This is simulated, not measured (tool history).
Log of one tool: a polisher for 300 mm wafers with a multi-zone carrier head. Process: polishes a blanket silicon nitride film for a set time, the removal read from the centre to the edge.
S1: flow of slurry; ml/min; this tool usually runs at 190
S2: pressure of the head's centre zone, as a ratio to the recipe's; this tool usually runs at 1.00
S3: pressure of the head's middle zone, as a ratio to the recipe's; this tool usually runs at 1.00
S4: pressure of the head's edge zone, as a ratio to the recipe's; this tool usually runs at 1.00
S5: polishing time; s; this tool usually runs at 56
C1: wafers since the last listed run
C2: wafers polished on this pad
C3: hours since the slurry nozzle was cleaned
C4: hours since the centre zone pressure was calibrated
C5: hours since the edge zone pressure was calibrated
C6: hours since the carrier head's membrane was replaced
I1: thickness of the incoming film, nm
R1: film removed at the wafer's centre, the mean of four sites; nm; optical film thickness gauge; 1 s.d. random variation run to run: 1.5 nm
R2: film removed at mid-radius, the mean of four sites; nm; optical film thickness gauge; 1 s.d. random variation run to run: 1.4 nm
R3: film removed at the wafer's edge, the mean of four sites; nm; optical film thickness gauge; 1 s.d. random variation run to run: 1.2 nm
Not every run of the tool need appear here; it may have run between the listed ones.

Run 1, hour 0.0: usual settings but S5 44 s; C1 0; C2 260; C3 724.6; C4 124.4; C5 66.4; C6 30.0; I1 863.3. Result: R1 114.5 nm, R2 105.8 nm, R3 111.1 nm.
Run 2, hour 30.0: usual settings but S1 135 ml/min, S3 0.96; C1 260; C2 520; C3 754.6; C4 154.4; C5 96.4; C6 60.0; I1 857.8. Result: R1 133.7 nm, R2 121.5 nm, R3 135.7 nm.
Run 3, hour 55.2: usual settings but S5 42 s; C1 218; C2 738; C3 779.8; C4 179.6; C5 121.6; C6 85.2; I1 845.6. Result: R1 107.9 nm, R2 102.4 nm, R3 107.1 nm.
Run 4, hour 74.0: usual settings but S1 210 ml/min, S4 1.09, S5 63 s; C1 162; C2 901; C3 798.6; C4 198.4; C5 140.4; C6 104.0; I1 846.3. Result: R1 162.1 nm, R2 154.8 nm, R3 171.5 nm.
Run 5, hour 94.4: usual settings; C1 176; C2 1078; C3 819.0; C4 218.8; C5 160.8; C6 124.4; I1 837.4. Result: R1 144.5 nm, R2 137.4 nm, R3 141.5 nm.
Run 6, hour 115.3: usual settings but S3 0.97; C1 181; C2 1259; C3 839.9; C4 239.7; C5 181.7; C6 145.3; I1 843.1. Result: R1 143.7 nm, R2 132.6 nm, R3 143.5 nm.
At hour 133.5: slurry nozzle cleaned.
Run 7, hour 137.9: usual settings but S2 1.04, S5 48 s; C1 187; C2 1447; C3 4.4; C4 262.3; C5 204.3; C6 167.9; I1 847.0. Result: R1 127.4 nm, R2 117.0 nm, R3 121.9 nm.
Run 8, hour 163.6: usual settings but S1 130 ml/min, S2 0.93, S4 0.93; C1 222; C2 1669; C3 30.1; C4 288.0; C5 230.0; C6 193.6; I1 839.7. Result: R1 120.3 nm, R2 123.5 nm, R3 130.3 nm.
At hour 179.5: worn pad replaced by a new one.
Run 9, hour 193.2: usual settings; C1 221; C2 118; C3 59.7; C4 317.6; C5 259.6; C6 223.2; I1 838.8. Result: R1 140.4 nm, R2 136.3 nm, R3 142.7 nm.
Run 10, hour 207.9: usual settings; C1 127; C2 245; C3 74.4; C4 332.3; C5 274.3; C6 237.9; I1 834.9. Result: R1 139.7 nm, R2 134.8 nm, R3 144.2 nm.
Run 11, hour 238.9: usual settings but S3 0.93, S4 1.05, S5 48 s; C1 268; C2 514; C3 105.4; C4 363.3; C5 305.3; C6 268.9; I1 858.4. Result: R1 116.7 nm, R2 108.4 nm, R3 126.9 nm.

What will run 12 give?
Run 12, hour 257.4: usual settings; C1 160; C2 674; C3 123.9; C4 381.8; C5 323.8; C6 287.4; I1 845.4. Result: R1 ?, R2 ?, R3 ?.

R1: 136.3 nm
R2: 136.8 nm
R3: 143.4 nm
Minus the tool's unlogged condition, the same run would have read R1 143.1 nm, R2 136.8 nm, R3 143.4 nm.

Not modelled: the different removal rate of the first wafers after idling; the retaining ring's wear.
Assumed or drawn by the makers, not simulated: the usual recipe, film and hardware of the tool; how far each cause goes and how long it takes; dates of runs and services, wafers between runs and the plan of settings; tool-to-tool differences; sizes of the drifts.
